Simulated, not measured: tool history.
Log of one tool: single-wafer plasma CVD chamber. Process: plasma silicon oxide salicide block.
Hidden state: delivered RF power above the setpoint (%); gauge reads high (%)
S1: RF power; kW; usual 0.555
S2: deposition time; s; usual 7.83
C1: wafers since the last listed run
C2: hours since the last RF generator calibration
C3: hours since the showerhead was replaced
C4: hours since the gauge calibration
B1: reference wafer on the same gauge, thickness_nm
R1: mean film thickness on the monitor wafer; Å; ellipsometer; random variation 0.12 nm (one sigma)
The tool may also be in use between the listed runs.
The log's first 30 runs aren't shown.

| run | day | S1 | S2 | C1 | C2 | C3 | C4 | B1 | R1 |
|---|---|---|---|---|---|---|---|---|---|
| 31 | 14.479 | 0.525 | 7.83 | 226 | 30.6 | 107.5 | 103.9 | 88.605 | 762.29 |
| 32 | 14.800 | 0.555 | 7.83 | 232 | 38.3 | 115.2 | 111.6 | 88.626 | 774.46 |
| 33 | 15.550 | 0.555 | 7.83 | 542 | 56.3 | 133.2 | 129.6 | 88.605 | 773.21 |
| 34 | 15.833 | 0.590 | 7.83 | 204 | 63.1 | 140.0 | 136.4 | 88.613 | 788.74 |
| 35 | 16.492 | 0.665 | 9.02 | 476 | 78.9 | 155.8 | 152.2 | 88.622 | 945.77 |
| 36 | 16.912 | 0.555 | 6.91 | 304 | 89.0 | 165.9 | 162.3 | 88.583 | 684.63 |
| 37 | 17.258 | 0.555 | 8.46 | 250 | 97.3 | 174.2 | 170.6 | 88.588 | 836.41 |
| 38 | 17.546 | 0.645 | 7.38 | 207 | 104.2 | 181.1 | 177.5 | 88.595 | 766.44 |
| 39 | 18.142 | 0.470 | 7.83 | 430 | 118.5 | 195.4 | 191.8 | 88.586 | 733.67 |
| 40 | 18.592 | 0.555 | 7.83 | 325 | 129.3 | 206.2 | 202.6 | 88.593 | 774.80 |
| 41 | 18.992 | 0.605 | 8.85 | 289 | 138.9 | 215.8 | 212.2 | 88.610 | 898.55 |
| 42 | 21.038 | 0.555 | 7.83 | 1479 | 188.0 | 264.9 | 261.3 | 88.599 | 774.13 |
| 43 | 21.321 | 0.470 | 7.83 | 204 | 194.8 | 271.7 | 268.1 | 88.604 | 733.27 |

5 ways to go on from here, each from the tool as it stands after run 43. What would each give?
| A | 21.338 | 0.555 | 9.18 | 12 | 195.2 | 272.1 | 268.5 | ? | ? |
| B | 21.338 | 0.485 | 7.14 | 12 | 195.2 | 272.1 | 268.5 | ? | ? |
| C | 21.338 | 0.465 | 8.63 | 12 | 195.2 | 272.1 | 268.5 | ? | ? |
| D | 21.338 | 0.480 | 6.74 | 12 | 195.2 | 272.1 | 268.5 | ? | ? |
| E | 21.338 | 0.465 | 8.70 | 12 | 195.2 | 272.1 | 268.5 | ? | ? |

| run | B1 | R1 |
|---|---|---|
| A | 88.608 | 906.21 |
| B | 88.608 | 674.56 |
| C | 88.608 | 804.14 |
| D | 88.608 | 634.61 |
| E | 88.608 | 810.66 |
Without the tool's hidden state the same runs would have given:
| run | R1 |
|---|---|
| A | 914.22 |
| B | 680.52 |
| C | 811.24 |
| D | 640.22 |
| E | 817.82 |
